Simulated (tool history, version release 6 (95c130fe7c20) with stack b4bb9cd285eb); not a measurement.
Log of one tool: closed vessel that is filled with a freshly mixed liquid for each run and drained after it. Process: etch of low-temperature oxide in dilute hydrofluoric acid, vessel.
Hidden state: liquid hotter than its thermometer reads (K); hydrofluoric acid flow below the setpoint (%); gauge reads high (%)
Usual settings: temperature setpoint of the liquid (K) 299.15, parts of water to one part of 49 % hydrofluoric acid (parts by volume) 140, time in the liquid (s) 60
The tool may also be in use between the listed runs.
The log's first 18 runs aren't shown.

run,hour,temperature setpoint of the liquid (K),parts of water to one part of 49 % hydrofluoric acid (parts by volume),time in the liquid (s),wafers since the last listed run,hours since the thermometer was replaced,hours since the hydrofluoric acid flow meter was replaced,hours since the gauge calibration,"read-back film thickness of the low-temperature oxide reference wafer, read on the same gauge (nm)",thickness taken off the low-temperature oxide on a monitor wafer (angstrom)
# hour 1292.6: gauge calibrated
19,1356.9,296.15,100,90,10277,2264.2,159,64.3,120.01,297.6
20,1464.6,299.15,140,75,15700,2371.9,266.7,172,119.99,189
# hour 1519.6: thermometer replaced
21,1520.1,299.15,140,60,7944,0.5,322.2,227.5,120.01,140.1
22,1570.7,302.65,140,85,7376,51.1,372.8,278.1,119.99,223.9
23,1646.1,299.15,165,60,10991,126.5,448.2,353.5,120,114.2
24,1730.3,299.15,140,60,12274,210.7,532.4,437.7,120,141
25,1824.5,299.15,140,60,13732,304.9,626.6,531.9,119.99,142.2
26,1872.6,294.65,140,60,7011,353,674.7,580,119.99,117.4
27,1965.2,299.15,100,60,13498,445.6,767.3,672.6,119.98,206.4
28,2048,304.15,115,60,12070,528.4,850.1,755.4,120,213.6
29,2108.1,296.65,75,95,8761,588.5,910.2,815.5,120.02,401.4
30,2202.8,303.65,85,30,13805,683.2,1004.9,910.2,119.98,147.8
31,2274.8,294.65,205,35,10495,755.2,1076.9,982.2,120,43.2

5 ways to go on from here, each from the tool as it stands after run 31. What would each give?
A,2275.5,299.15,140,80,102,755.9,1077.6,982.9,?,?
B,2275.5,299.15,175,80,102,755.9,1077.6,982.9,?,?
C,2275.5,303.65,170,45,102,755.9,1077.6,982.9,?,?
D,2275.5,295.15,100,60,102,755.9,1077.6,982.9,?,?
E,2275.5,295.15,160,60,102,755.9,1077.6,982.9,?,?

run,"read-back film thickness of the low-temperature oxide reference wafer, read on the same gauge (nm)",thickness taken off the low-temperature oxide on a monitor wafer (angstrom)
A,120,186.9
B,120,143.1
C,120,97.8
D,120,176.9
E,120,103
Without the tool's hidden state the same runs would have given:
run,thickness taken off the low-temperature oxide on a monitor wafer (angstrom)
A,190.9
B,146.5
C,100.4
D,179.9
E,105.1
